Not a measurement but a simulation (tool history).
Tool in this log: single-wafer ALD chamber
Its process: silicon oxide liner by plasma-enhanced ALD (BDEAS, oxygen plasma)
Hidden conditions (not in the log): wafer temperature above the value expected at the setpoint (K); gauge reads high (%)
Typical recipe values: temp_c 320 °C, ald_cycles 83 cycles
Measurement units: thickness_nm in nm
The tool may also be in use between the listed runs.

run,hour,temp_c,ald_cycles,wafers since the last listed run,hours since the last thermocouple change,hours since the gauge calibration,"read-back reference wafer on the same gauge, thickness_nm",thickness_nm
1,0.0,323,83,0,1055.5,506.8,7.631,7.422
2,69.2,320,83,186,1124.7,576.0,7.627,7.397
3,145.0,320,83,203,1200.5,651.8,7.639,7.434
4,215.5,320,83,189,1271.0,722.3,7.640,7.404
5,314.8,320,83,267,1370.3,821.6,7.638,7.429
6,357.6,316,83,115,1413.1,864.4,7.647,7.483
7,418.5,316,83,163,1474.0,925.3,7.643,7.501
8,493.1,320,83,200,1548.6,999.9,7.655,7.411
9,595.4,320,83,275,1650.9,1102.2,7.656,7.460
10,656.9,320,83,165,1712.4,1163.7,7.661,7.446
11,735.6,331,70,211,1791.1,1242.4,7.662,6.207
12,813.5,331,70,209,1869.0,1320.3,7.670,6.201
13,887.4,320,83,198,1942.9,1394.2,7.672,7.497
14,977.0,320,83,241,2032.5,1483.8,7.675,7.480
15,1170.7,320,83,521,2226.2,1677.5,7.687,7.504
16,1222.3,320,83,138,2277.8,1729.1,7.695,7.451
17,1321.6,320,83,267,2377.1,1828.4,7.699,7.470
18,1385.6,320,83,172,2441.1,1892.4,7.699,7.485
# hour 1428.4: thermocouple changed; heater temperature recalibrated
19,1443.4,320,83,133,15.0,1950.2,7.708,7.501
20,1530.6,320,76,234,102.2,2037.4,7.713,6.846
21,1636.3,320,76,284,207.9,2143.1,7.705,6.859
22,1698.0,320,76,165,269.6,2204.8,7.706,6.910
23,1735.8,329,83,101,307.4,2242.6,7.720,7.424
24,1834.5,307,71,265,406.1,2341.3,7.719,6.508
25,1906.7,331,83,194,478.3,2413.5,7.726,7.414
# hour 1948.5: gauge calibrated
26,2006.3,320,83,267,577.9,57.8,7.605,7.400
27,2096.6,308,70,242,668.2,148.1,7.610,6.349
28,2158.6,320,90,166,730.2,210.1,7.615,8.014
29,2239.2,320,83,216,810.8,290.7,7.611,7.376
30,2394.4,324,92,417,966.0,445.9,7.620,8.180
31,2471.9,311,72,208,1043.5,523.4,7.632,6.506
32,2556.6,325,83,227,1128.2,608.1,7.639,7.360
33,2644.4,332,76,236,1216.0,695.9,7.638,6.708
34,2695.2,320,83,136,1266.8,746.7,7.648,7.433
35,2776.7,320,83,219,1348.3,828.2,7.654,7.418
36,2822.2,320,76,122,1393.8,873.7,7.645,6.849
37,2872.6,320,83,135,1444.2,924.1,7.651,7.449
38,2946.0,332,95,197,1517.6,997.5,7.652,8.360
39,2983.2,320,73,100,1554.8,1034.7,7.651,6.530
40,3089.7,320,67,286,1661.3,1141.2,7.663,5.976
41,3161.8,324,73,193,1733.4,1213.3,7.661,6.498
42,3208.9,320,83,126,1780.5,1260.4,7.666,7.464
43,3281.4,334,68,195,1853.0,1332.9,7.670,6.010
44,3337.7,308,94,151,1909.3,1389.2,7.678,8.571
45,3401.1,312,69,170,1972.7,1452.6,7.675,6.286
46,3495.6,310,93,254,2067.2,1547.1,7.683,8.450
47,3556.2,306,91,162,2127.8,1607.7,7.688,8.348

Hidden state or all else? Some run-to-run changes of thickness_nm, split into what the settings, what came in and random variation would give without the hidden state, and what is left for the hidden state (with any gauge scatter that isn't in both results):
Run 25 -> 26: temp_c 331 -> 320, gauge calibrated. thickness_nm -0.014 nm: hidden state -0.113, all else +0.099.
Run 43 -> 44: temp_c 334 -> 308, ald_cycles 68 -> 94. thickness_nm +2.561 nm: hidden state +0.027, all else +2.534.
Run 44 -> 45: temp_c 308 -> 312, ald_cycles 94 -> 69. thickness_nm -2.285 nm: hidden state -0.019, all else -2.266.
Run 45 -> 46: temp_c 312 -> 310, ald_cycles 69 -> 93. thickness_nm +2.164 nm: hidden state +0.027, all else +2.137.
